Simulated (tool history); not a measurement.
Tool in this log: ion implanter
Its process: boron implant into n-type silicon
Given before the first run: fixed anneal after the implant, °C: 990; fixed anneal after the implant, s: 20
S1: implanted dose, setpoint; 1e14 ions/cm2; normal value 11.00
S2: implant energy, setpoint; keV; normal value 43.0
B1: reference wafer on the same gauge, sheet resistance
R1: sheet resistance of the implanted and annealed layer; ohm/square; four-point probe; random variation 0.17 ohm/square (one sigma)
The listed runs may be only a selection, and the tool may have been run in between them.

run 1 hour=0.0 | S1=11.00 S2=43.0 | B1=125.98 | R1=117.03
-- hour=0.6 gauge calibrated
run 2 hour=16.0 | S1=11.00 S2=43.0 | B1=126.02 | R1=116.75
run 3 hour=44.9 | S1=11.00 S2=43.0 | B1=126.02 | R1=116.88
run 4 hour=66.1 | S1=11.00 S2=43.0 | B1=125.96 | R1=116.77
run 5 hour=101.5 | S1=12.21 S2=43.0 | B1=125.98 | R1=107.52
run 6 hour=133.5 | S1=12.21 S2=43.0 | B1=125.98 | R1=107.65
run 7 hour=146.4 | S1=12.21 S2=43.0 | B1=125.99 | R1=107.60
run 8 hour=161.9 | S1=11.00 S2=43.0 | B1=125.99 | R1=116.78
run 9 hour=234.1 | S1=11.00 S2=43.0 | B1=125.99 | R1=116.85
run 10 hour=259.5 | S1=11.00 S2=43.0 | B1=125.98 | R1=117.22
run 11 hour=288.6 | S1=11.99 S2=51.0 | B1=126.03 | R1=108.93
run 12 hour=311.7 | S1=11.00 S2=43.0 | B1=126.03 | R1=116.91
run 13 hour=334.1 | S1=11.00 S2=43.0 | B1=126.01 | R1=116.80
run 14 hour=350.0 | S1=13.56 S2=43.0 | B1=126.00 | R1=99.06
-- hour=380.9 extraction supply calibrated
run 15 hour=383.0 | S1=12.05 S2=43.0 | B1=126.00 | R1=108.91
run 16 hour=410.0 | S1=12.05 S2=43.0 | B1=125.99 | R1=108.83
run 17 hour=441.2 | S1=13.86 S2=57.0 | B1=125.99 | R1=97.03
run 18 hour=454.3 | S1=13.90 S2=29.5 | B1=125.99 | R1=99.42
run 19 hour=476.7 | S1=8.60 S2=49.0 | B1=126.00 | R1=142.61
-- hour=489.9 Faraday cup replaced and dose calibrated
run 20 hour=495.3 | S1=12.01 S2=52.5 | B1=126.00 | R1=106.05
run 21 hour=525.8 | S1=11.00 S2=43.0 | B1=125.99 | R1=114.34
run 22 hour=557.9 | S1=11.00 S2=43.0 | B1=126.01 | R1=114.64
run 23 hour=575.8 | S1=12.21 S2=43.0 | B1=126.03 | R1=105.83

Run 24 comes next. What will it give?
-- hour=591.5 gauge calibrated
run 24 hour=638.7 | S1=8.57 S2=43.0 | B1=? | R1=?

B1: 126.01
R1: 140.70 ohm/square
If the tool had no hidden condition, the same run with the same run-to-run variation would have returned R1 138.77 ohm/square.
